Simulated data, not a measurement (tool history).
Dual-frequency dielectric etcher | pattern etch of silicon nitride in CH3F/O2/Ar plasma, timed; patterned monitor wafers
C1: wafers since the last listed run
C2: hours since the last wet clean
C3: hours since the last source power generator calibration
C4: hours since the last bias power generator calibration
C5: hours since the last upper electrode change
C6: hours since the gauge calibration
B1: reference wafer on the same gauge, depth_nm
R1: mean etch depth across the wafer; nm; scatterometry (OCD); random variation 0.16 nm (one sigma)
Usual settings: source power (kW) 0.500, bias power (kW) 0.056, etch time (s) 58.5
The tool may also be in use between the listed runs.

run 1 hour=0.0 | source_power_(kW)=0.500 bias_power_(kW)=0.056 etch_time_(s)=58.5 | C1=0 C2=291.4 C3=707.9 C4=1793.6 C5=3971.3 C6=1020.8 | B1=35.13 | R1=39.88
run 2 hour=52.0 | source_power_(kW)=0.500 bias_power_(kW)=0.056 etch_time_(s)=58.5 | C1=510 C2=343.4 C3=759.9 C4=1845.6 C5=4023.3 C6=1072.8 | B1=35.16 | R1=39.86
-- hour=171.1 wet clean of the chamber
run 3 hour=171.6 | source_power_(kW)=0.500 bias_power_(kW)=0.056 etch_time_(s)=58.5 | C1=939 C2=0.5 C3=879.5 C4=1965.2 C5=4142.9 C6=1192.4 | B1=35.12 | R1=39.66
run 4 hour=246.8 | source_power_(kW)=0.500 bias_power_(kW)=0.061 etch_time_(s)=58.5 | C1=738 C2=75.7 C3=954.7 C4=2040.4 C5=4218.1 C6=1267.6 | B1=35.09 | R1=40.84
run 5 hour=350.2 | source_power_(kW)=0.500 bias_power_(kW)=0.061 etch_time_(s)=58.5 | C1=1015 C2=179.1 C3=1058.1 C4=2143.8 C5=4321.5 C6=1371.0 | B1=35.08 | R1=41.18
run 6 hour=427.1 | source_power_(kW)=0.500 bias_power_(kW)=0.061 etch_time_(s)=58.5 | C1=755 C2=256.0 C3=1135.0 C4=2220.7 C5=4398.4 C6=1447.9 | B1=35.12 | R1=40.81
run 7 hour=551.7 | source_power_(kW)=0.500 bias_power_(kW)=0.056 etch_time_(s)=49.5 | C1=1223 C2=380.6 C3=1259.6 C4=2345.3 C5=4523.0 C6=1572.5 | B1=35.11 | R1=33.88
-- hour=699.8 wet clean of the chamber
run 8 hour=709.5 | source_power_(kW)=0.500 bias_power_(kW)=0.056 etch_time_(s)=49.5 | C1=1314 C2=9.7 C3=1417.4 C4=2503.1 C5=4680.8 C6=1730.3 | B1=35.11 | R1=34.17
run 9 hour=812.9 | source_power_(kW)=0.420 bias_power_(kW)=0.056 etch_time_(s)=67.5 | C1=1015 C2=113.1 C3=1520.8 C4=2606.5 C5=4784.2 C6=1833.7 | B1=35.08 | R1=42.31
run 10 hour=911.9 | source_power_(kW)=0.420 bias_power_(kW)=0.056 etch_time_(s)=67.5 | C1=972 C2=212.1 C3=1619.8 C4=2705.5 C5=4883.2 C6=1932.7 | B1=35.05 | R1=42.77
-- hour=934.4 gauge calibrated
run 11 hour=958.6 | source_power_(kW)=0.500 bias_power_(kW)=0.056 etch_time_(s)=58.5 | C1=458 C2=258.8 C3=1666.5 C4=2752.2 C5=4929.9 C6=24.2 | B1=35.10 | R1=40.29
run 12 hour=1051.8 | source_power_(kW)=0.500 bias_power_(kW)=0.056 etch_time_(s)=58.5 | C1=915 C2=352.0 C3=1759.7 C4=2845.4 C5=5023.1 C6=117.4 | B1=35.06 | R1=40.54
run 13 hour=1091.6 | source_power_(kW)=0.500 bias_power_(kW)=0.056 etch_time_(s)=58.5 | C1=390 C2=391.8 C3=1799.5 C4=2885.2 C5=5062.9 C6=157.2 | B1=35.07 | R1=40.50
run 14 hour=1167.6 | source_power_(kW)=0.620 bias_power_(kW)=0.051 etch_time_(s)=53.5 | C1=746 C2=467.8 C3=1875.5 C4=2961.2 C5=5138.9 C6=233.2 | B1=35.05 | R1=40.29
-- hour=1205.0 upper electrode replaced
run 15 hour=1206.8 | source_power_(kW)=0.500 bias_power_(kW)=0.064 etch_time_(s)=74.5 | C1=149 C2=507.0 C3=1914.7 C4=3000.4 C5=1.8 C6=272.4 | B1=35.17 | R1=53.38
-- hour=1246.5 wet clean of the chamber
run 16 hour=1298.3 | source_power_(kW)=0.600 bias_power_(kW)=0.052 etch_time_(s)=64.5 | C1=663 C2=51.8 C3=2006.2 C4=3091.9 C5=93.3 C6=363.9 | B1=35.09 | R1=48.12
-- hour=1323.9 bias power generator calibrated
-- hour=1347.3 source power generator calibrated
run 17 hour=1403.6 | source_power_(kW)=0.410 bias_power_(kW)=0.051 etch_time_(s)=63.0 | C1=955 C2=157.1 C3=56.3 C4=79.7 C5=198.6 C6=469.2 | B1=35.10 | R1=38.40
run 18 hour=1440.5 | source_power_(kW)=0.430 bias_power_(kW)=0.056 etch_time_(s)=58.5 | C1=362 C2=194.0 C3=93.2 C4=116.6 C5=235.5 C6=506.1 | B1=35.06 | R1=37.18
run 19 hour=1539.9 | source_power_(kW)=0.500 bias_power_(kW)=0.051 etch_time_(s)=67.5 | C1=976 C2=293.4 C3=192.6 C4=216.0 C5=334.9 C6=605.5 | B1=35.12 | R1=45.60
run 20 hour=1638.9 | source_power_(kW)=0.430 bias_power_(kW)=0.050 etch_time_(s)=48.0 | C1=972 C2=392.4 C3=291.6 C4=315.0 C5=433.9 C6=704.5 | B1=35.13 | R1=29.72
-- hour=1758.8 wet clean of the chamber
run 21 hour=1759.3 | source_power_(kW)=0.500 bias_power_(kW)=0.043 etch_time_(s)=72.0 | C1=946 C2=0.5 C3=412.0 C4=435.4 C5=554.3 C6=824.9 | B1=35.05 | R1=46.98
run 22 hour=1840.3 | source_power_(kW)=0.500 bias_power_(kW)=0.056 etch_time_(s)=58.5 | C1=795 C2=81.5 C3=493.0 C4=516.4 C5=635.3 C6=905.9 | B1=35.11 | R1=40.19
run 23 hour=1895.7 | source_power_(kW)=0.500 bias_power_(kW)=0.056 etch_time_(s)=58.5 | C1=544 C2=136.9 C3=548.4 C4=571.8 C5=690.7 C6=961.3 | B1=35.09 | R1=40.19
run 24 hour=1935.4 | source_power_(kW)=0.460 bias_power_(kW)=0.063 etch_time_(s)=58.5 | C1=389 C2=176.6 C3=588.1 C4=611.5 C5=730.4 C6=1001.0 | B1=35.05 | R1=39.90
run 25 hour=2032.5 | source_power_(kW)=0.560 bias_power_(kW)=0.056 etch_time_(s)=58.5 | C1=953 C2=273.7 C3=685.2 C4=708.6 C5=827.5 C6=1098.1 | B1=35.09 | R1=42.72
run 26 hour=2074.4 | source_power_(kW)=0.500 bias_power_(kW)=0.056 etch_time_(s)=58.5 | C1=411 C2=315.6 C3=727.1 C4=750.5 C5=869.4 C6=1140.0 | B1=35.12 | R1=40.05

Hidden state or all else? Some run-to-run changes of R1, split into what the settings, what came in and random variation would give without the hidden state, and what is left for the hidden state (with any gauge scatter that isn't in both results):
The hidden state here: etch rate over this chamber's usual, %; source power that arrives over what is set, %; bias power that arrives over what is set, %; gauge reads high (%).
Run 14 -> 15: source power (kW) 0.620 -> 0.500, bias power (kW) 0.051 -> 0.064, etch time (s) 53.5 -> 74.5, upper electrode replaced. R1 +13.09 nm: hidden state +0.21, all else +12.88.
Run 16 -> 17: source power (kW) 0.600 -> 0.410, bias power (kW) 0.052 -> 0.051, etch time (s) 64.5 -> 63.0, bias power generator calibrated, source power generator calibrated. R1 -9.72 nm: hidden state -0.60, all else -9.12.
Run 19 -> 20: source power (kW) 0.500 -> 0.430, bias power (kW) 0.051 -> 0.050, etch time (s) 67.5 -> 48.0. R1 -15.88 nm: hidden state -0.08, all else -15.80.
Run 20 -> 21: source power (kW) 0.430 -> 0.500, bias power (kW) 0.050 -> 0.043, etch time (s) 48.0 -> 72.0, wet clean of the chamber. R1 +17.26 nm: hidden state +0.12, all else +17.14.
